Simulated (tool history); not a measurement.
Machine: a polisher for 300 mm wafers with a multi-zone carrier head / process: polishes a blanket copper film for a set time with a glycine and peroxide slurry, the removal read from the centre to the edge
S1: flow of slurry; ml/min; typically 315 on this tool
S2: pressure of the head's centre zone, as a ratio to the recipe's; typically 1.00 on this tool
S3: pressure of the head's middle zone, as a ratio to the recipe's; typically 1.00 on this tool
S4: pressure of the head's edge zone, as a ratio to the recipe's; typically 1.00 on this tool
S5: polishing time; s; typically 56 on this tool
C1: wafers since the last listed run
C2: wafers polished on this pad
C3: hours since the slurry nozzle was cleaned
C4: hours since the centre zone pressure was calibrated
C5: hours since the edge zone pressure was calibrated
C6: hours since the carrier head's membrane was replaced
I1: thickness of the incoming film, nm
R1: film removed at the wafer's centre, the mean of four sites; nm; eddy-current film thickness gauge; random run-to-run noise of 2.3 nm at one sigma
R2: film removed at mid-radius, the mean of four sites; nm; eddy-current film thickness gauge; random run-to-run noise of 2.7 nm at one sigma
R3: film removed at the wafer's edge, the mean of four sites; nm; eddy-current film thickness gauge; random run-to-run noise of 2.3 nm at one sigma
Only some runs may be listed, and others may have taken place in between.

run	hour	S1	S2	S3	S4	S5	C1	C2	C3	C4	C5	C6	I1	R1	R2	R3
1	0.0	315	1.00	1.00	1.00	56	0	1224	341.7	393.8	639.1	1024.9	2239.3	182.4	185.1	198.4
2	103.9	315	1.00	0.92	1.00	56	897	2122	445.6	497.7	743.0	1128.8	2215.7	183.5	171.2	196.8
3	201.7	315	1.00	1.05	1.00	56	844	2967	543.4	595.5	840.8	1226.6	2286.2	179.6	190.7	194.0
4	288.9	315	1.00	1.05	1.00	56	753	3720	630.6	682.7	928.0	1313.8	2250.9	178.3	187.1	192.2
# hour 389.8: slurry nozzle cleaned
# hour 408.7: worn pad replaced by a new one
5	607.7	315	1.00	1.00	1.00	56	2710	1718	217.9	1001.5	1246.8	1632.6	2237.4	196.3	189.8	205.2
# hour 617.8: edge zone pressure recalibrated
6	663.4	315	1.00	1.00	1.10	56	463	2182	273.6	1057.2	45.6	1688.3	2244.9	188.7	189.1	209.1
7	745.3	315	1.00	1.00	1.00	56	707	2889	355.5	1139.1	127.5	1770.2	2278.9	185.8	191.1	197.2
8	816.0	220	1.00	1.00	0.88	56	610	3500	426.2	1209.8	198.2	1840.9	2277.4	151.2	152.5	162.0
9	858.9	315	1.00	1.00	1.00	56	370	3871	469.1	1252.7	241.1	1883.8	2250.8	178.2	179.8	196.1
# hour 898.8: worn pad replaced by a new one
# hour 907.5: carrier head's membrane replaced by a new one
10	908.0	240	1.06	1.00	0.89	41	346	36	518.2	1301.8	290.2	0.5	2200.5	119.9	116.2	125.4
11	962.6	315	0.90	0.96	1.00	56	471	508	572.8	1356.4	344.8	55.1	2220.1	158.2	169.9	190.8
# hour 990.2: slurry nozzle cleaned
# hour 1008.2: centre zone pressure recalibrated
12	1053.2	355	0.94	1.00	0.91	56	756	1264	63.0	45.0	435.4	145.7	2259.6	200.0	208.2	210.1
13	1181.0	315	1.00	1.00	1.00	56	1103	2368	190.8	172.8	563.2	273.5	2237.0	199.3	202.8	206.9
14	1226.1	315	1.00	1.00	1.00	56	389	2758	235.9	217.9	608.3	318.6	2238.6	196.6	202.0	205.4
# hour 1355.1: worn pad replaced by a new one
15	1390.4	315	1.00	1.00	1.10	56	1384	304	400.2	382.2	772.6	482.9	2248.3	191.4	193.1	211.5
16	1595.5	215	0.92	1.00	1.00	64	1771	2076	605.3	587.3	977.7	688.0	2252.8	159.9	182.5	203.9
17	1653.0	215	0.92	1.00	1.00	64	496	2572	662.8	644.8	1035.2	745.5	2234.4	160.7	180.2	201.6
18	1717.6	380	1.10	1.00	1.00	56	558	3130	727.4	709.4	1099.8	810.1	2241.3	212.1	197.6	204.6
# hour 1740.2: slurry nozzle cleaned
19	1760.1	315	0.95	1.00	1.04	56	358	3489	19.9	751.9	1142.3	852.6	2263.2	198.2	211.1	220.9
# hour 1805.2: worn pad replaced by a new one
20	1842.2	315	0.92	0.95	1.00	56	674	319	102.0	834.0	1224.4	934.7	2271.3	190.3	198.4	213.3
21	1892.2	315	1.00	1.00	1.00	39	431	751	152.0	884.0	1274.4	984.7	2235.9	142.5	144.7	147.2

Forecast each of these 5 alternatives for the next run:
A	1892.6	315	1.00	1.00	1.00	56	3	754	152.4	884.4	1274.8	985.1	2214.3	?	?	?
B	1892.6	315	1.00	1.00	1.05	56	3	754	152.4	884.4	1274.8	985.1	2214.3	?	?	?
C	1892.6	270	1.00	0.88	1.09	56	3	754	152.4	884.4	1274.8	985.1	2214.3	?	?	?
D	1892.6	315	1.00	1.00	0.94	56	3	754	152.4	884.4	1274.8	985.1	2214.3	?	?	?
E	1892.6	315	0.94	1.12	1.00	47	3	754	152.4	884.4	1274.8	985.1	2214.3	?	?	?

run	R1	R2	R3
A	204.3	201.8	214.3
B	204.3	201.8	219.4
C	196.5	175.4	218.3
D	204.3	201.8	208.0
E	161.2	186.5	179.5
Had the tool no hidden state, the same runs would have come out as:
run	R1	R2	R3
A	214.6	211.0	221.5
B	214.6	210.9	226.9
C	208.9	185.3	227.4
D	214.6	211.0	215.1
E	169.3	194.9	185.6
